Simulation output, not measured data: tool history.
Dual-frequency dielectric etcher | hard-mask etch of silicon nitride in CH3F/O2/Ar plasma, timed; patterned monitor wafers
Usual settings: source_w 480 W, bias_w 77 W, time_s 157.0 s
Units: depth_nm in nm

run,day,source_w,bias_w,time_s,"read-back reference wafer on the same gauge, depth_nm",depth_nm
1,0.000,480,77,157.0,137.1,114.4
# day 0.746: wet clean of the chamber
2,2.225,480,77,157.0,136.8,114.1
3,3.312,480,77,157.0,136.7,114.5
# day 3.638: gauge calibrated
4,4.400,480,77,157.0,139.5,116.2
5,5.667,480,77,157.0,139.1,116.5
6,6.762,480,77,157.0,138.9,115.4
7,7.417,510,77,142.0,138.6,108.2
8,8.571,570,77,157.0,138.4,126.6
9,9.854,570,77,157.0,138.3,126.3
10,11.150,570,77,157.0,137.9,125.4
# day 11.696: source power generator calibrated
11,12.088,480,77,157.0,138.1,114.2
12,14.521,480,77,157.0,137.6,115.1
# day 15.829: upper electrode replaced
13,15.850,480,77,157.0,137.5,115.6
# day 16.629: bias power generator calibrated
14,17.650,400,93,157.0,137.5,113.6
15,18.188,480,77,157.0,137.2,113.8
16,18.929,480,77,157.0,137.2,114.3
17,19.683,370,62,193.0,137.2,113.2
18,20.221,530,77,187.5,137.3,143.9
19,20.812,480,85,157.0,137.4,118.8
20,21.429,380,62,180.5,137.3,107.0
21,22.612,560,77,188.0,137.3,147.6
# day 23.908: wet clean of the chamber
22,23.929,380,89,157.0,137.2,107.4
# day 24.238: gauge calibrated
23,24.788,480,77,157.0,139.9,117.0
24,25.500,480,77,157.0,139.4,117.1
25,27.896,480,88,180.5,138.8,140.7

The next listed run, before its measurement:
26,28.525,530,77,185.0,?,?

Run 26 gave read-back reference wafer on the same gauge, depth_nm 138.8, depth_nm 144.5 nm.
Without the tool's hidden state the same run would have given depth_nm 145.8 nm.
